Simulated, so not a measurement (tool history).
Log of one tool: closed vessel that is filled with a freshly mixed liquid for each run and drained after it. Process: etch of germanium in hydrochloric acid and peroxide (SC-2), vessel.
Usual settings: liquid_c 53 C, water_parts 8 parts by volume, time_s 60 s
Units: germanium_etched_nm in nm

run,hour,liquid_c,water_parts,time_s,"read-back film thickness of the germanium reference wafer, read on the same gauge (nm)",germanium_etched_nm
1,0,53,8,60,99.96,232.09
2,36.6,53,8,60,100.01,233.78
3,66.8,53,8,60,100,230.55
4,136.2,53,8,60,100,232.84
# hour 142.6: new drum of peroxide connected
5,172.2,53,8,60,99.98,232.06
6,206.5,53,8,60,100.01,232.33
7,231.5,53,8,60,99.98,235.13
# hour 249.6: chemicals flow meter replaced
8,266.9,53,8,60,99.99,233.83
9,299.9,53,8,60,99.99,240.02
10,369.7,53,8,60,99.97,234.28
11,413.3,43.5,8,60,99.99,176.53
12,454.4,53,8,60,99.99,238.81
13,519.7,59.5,12,35,100.01,160.95
14,544.7,58,10,70,100,314.04
15,585.9,53,8,60,99.98,237.51
16,620.2,53,8,60,100.02,235.06
# hour 635.7: new drum of peroxide connected
17,680.3,53,8,75,100.01,296.94
# hour 687.3: thermometer replaced
# hour 708.2: gauge calibrated
18,715,46.5,5.5,90,100,277.27
19,762.9,58,9.5,40,100,169.48
20,790.8,53,8,60,100,218.09
21,843.9,53,4,60,99.99,228.6
22,882.9,53,8,60,100.01,221.24
23,928.9,53,6.5,60,100.01,224.37
24,978.1,62,10.5,45,100,211.42
25,1010,61.5,8,70,99.99,331.59
26,1041,45.5,11.5,90,100,255.54

The next listed run, before its measurement:
# hour 1103.2: new drum of peroxide connected
27,1108.3,53,8,60,?,?

read-back film thickness of the germanium reference wafer, read on the same gauge (nm): 99.96
germanium_etched_nm: 224.59 nm
Without the tool's hidden state the same run would have given germanium_etched_nm 217.67 nm.
